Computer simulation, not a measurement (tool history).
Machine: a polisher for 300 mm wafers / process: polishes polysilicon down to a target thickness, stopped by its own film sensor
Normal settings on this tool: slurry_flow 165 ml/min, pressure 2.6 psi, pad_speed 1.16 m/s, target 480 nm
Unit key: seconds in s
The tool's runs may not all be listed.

| run | day | slurry_flow | pressure | pad_speed | target | incoming thickness of the incoming film, nm | seconds |
|---|---|---|---|---|---|---|---|
| 1 | 0.000 | 165 | 2.6 | 1.16 | 480 | 1054.8 | 76.0 |
|  | 0.325 | worn pad replaced by a new one |
| 2 | 3.512 | 165 | 2.6 | 1.16 | 480 | 1046.0 | 74.4 |
|  | 4.200 | head pressure recalibrated |
| 3 | 7.171 | 165 | 2.6 | 1.16 | 480 | 1027.4 | 76.3 |
| 4 | 10.921 | 165 | 2.6 | 1.16 | 480 | 1043.9 | 75.2 |
| 5 | 13.962 | 165 | 2.6 | 1.16 | 480 | 1041.5 | 74.4 |
| 6 | 16.471 | 165 | 2.6 | 1.16 | 480 | 1042.9 | 77.5 |
| 7 | 20.796 | 165 | 2.6 | 1.16 | 480 | 1046.4 | 77.4 |
| 8 | 24.854 | 165 | 2.6 | 1.16 | 480 | 1055.1 | 79.2 |
|  | 29.692 | slurry nozzle cleaned |
| 9 | 30.267 | 165 | 2.6 | 1.16 | 480 | 1042.6 | 78.7 |
| 10 | 33.954 | 135 | 2.6 | 1.16 | 550 | 1044.4 | 71.1 |
|  | 34.333 | worn pad replaced by a new one |
| 11 | 47.321 | 135 | 2.6 | 1.16 | 550 | 1033.3 | 70.4 |
| 12 | 51.317 | 165 | 2.6 | 1.16 | 369 | 1045.6 | 95.7 |
| 13 | 53.646 | 165 | 2.6 | 1.16 | 369 | 1018.7 | 94.2 |
|  | 57.225 | head pressure recalibrated |
| 14 | 57.442 | 215 | 3.4 | 1.00 | 641 | 1025.0 | 53.1 |
| 15 | 60.583 | 215 | 3.1 | 1.16 | 480 | 1040.3 | 67.8 |
| 16 | 64.546 | 165 | 2.6 | 1.16 | 480 | 1034.6 | 78.7 |
|  | 64.683 | slurry nozzle cleaned, repeated, since the last time left the tool worse |
| 17 | 68.238 | 120 | 2.1 | 1.16 | 480 | 1048.4 | 89.3 |
| 18 | 71.862 | 165 | 1.8 | 0.88 | 539 | 1041.8 | 108.8 |
|  | 73.367 | worn pad replaced by a new one |
| 19 | 73.946 | 185 | 1.9 | 1.16 | 480 | 1028.6 | 88.0 |
| 20 | 76.217 | 165 | 2.6 | 1.16 | 480 | 1041.9 | 75.2 |
| 21 | 80.217 | 165 | 2.6 | 1.16 | 480 | 1040.7 | 72.9 |
| 22 | 83.792 | 165 | 2.6 | 1.54 | 480 | 1028.5 | 55.4 |
| 23 | 87.529 | 165 | 2.6 | 0.92 | 480 | 1042.5 | 94.4 |
|  | 97.804 | slurry nozzle cleaned |
| 24 | 98.554 | 140 | 3.4 | 0.78 | 378 | 1030.7 | 110.2 |
| 25 | 100.725 | 165 | 2.6 | 0.86 | 574 | 1059.5 | 89.9 |
| 26 | 102.958 | 165 | 2.6 | 1.16 | 547 | 1048.4 | 68.3 |
|  | 104.929 | worn pad replaced by a new one |
| 27 | 106.900 | 200 | 2.9 | 1.16 | 480 | 1046.6 | 66.4 |
| 28 | 110.854 | 220 | 3.3 | 1.44 | 480 | 1024.3 | 48.6 |
|  | 112.362 | head pressure recalibrated |
| 29 | 114.917 | 165 | 2.6 | 1.16 | 480 | 1050.0 | 75.7 |
| 30 | 118.729 | 165 | 3.4 | 1.16 | 530 | 1037.5 | 58.0 |
| 31 | 122.062 | 165 | 2.6 | 0.88 | 480 | 1053.6 | 104.3 |
|  | 130.479 | slurry nozzle cleaned |
| 32 | 134.258 | 165 | 2.6 | 1.16 | 480 | 1040.2 | 74.5 |
| 33 | 136.712 | 165 | 2.0 | 1.06 | 480 | 1021.8 | 90.9 |
|  | 139.638 | worn pad replaced by a new one |
| 34 | 139.829 | 190 | 2.6 | 1.16 | 480 | 1041.7 | 74.9 |
| 35 | 143.088 | 165 | 2.6 | 1.16 | 480 | 1060.8 | 78.2 |
| 36 | 147.388 | 165 | 3.0 | 1.36 | 480 | 1057.8 | 59.8 |

4 options for the next run, each taken on its own from the tool as it stands now. Forecast them:
| A | 147.404 | 165 | 1.9 | 1.16 | 480 | 1039.4 | ? |
| B | 147.404 | 130 | 2.0 | 1.16 | 361 | 1039.4 | ? |
| C | 147.404 | 210 | 2.6 | 1.34 | 408 | 1039.4 | ? |
| D | 147.404 | 125 | 2.6 | 1.16 | 480 | 1039.4 | ? |

| run | seconds |
|---|---|
| A | 91.2 |
| B | 110.5 |
| C | 72.3 |
| D | 78.4 |
Without the tool's hidden state the same runs would have given:
| run | seconds |
|---|---|
| A | 89.8 |
| B | 108.5 |
| C | 71.4 |
| D | 77.0 |
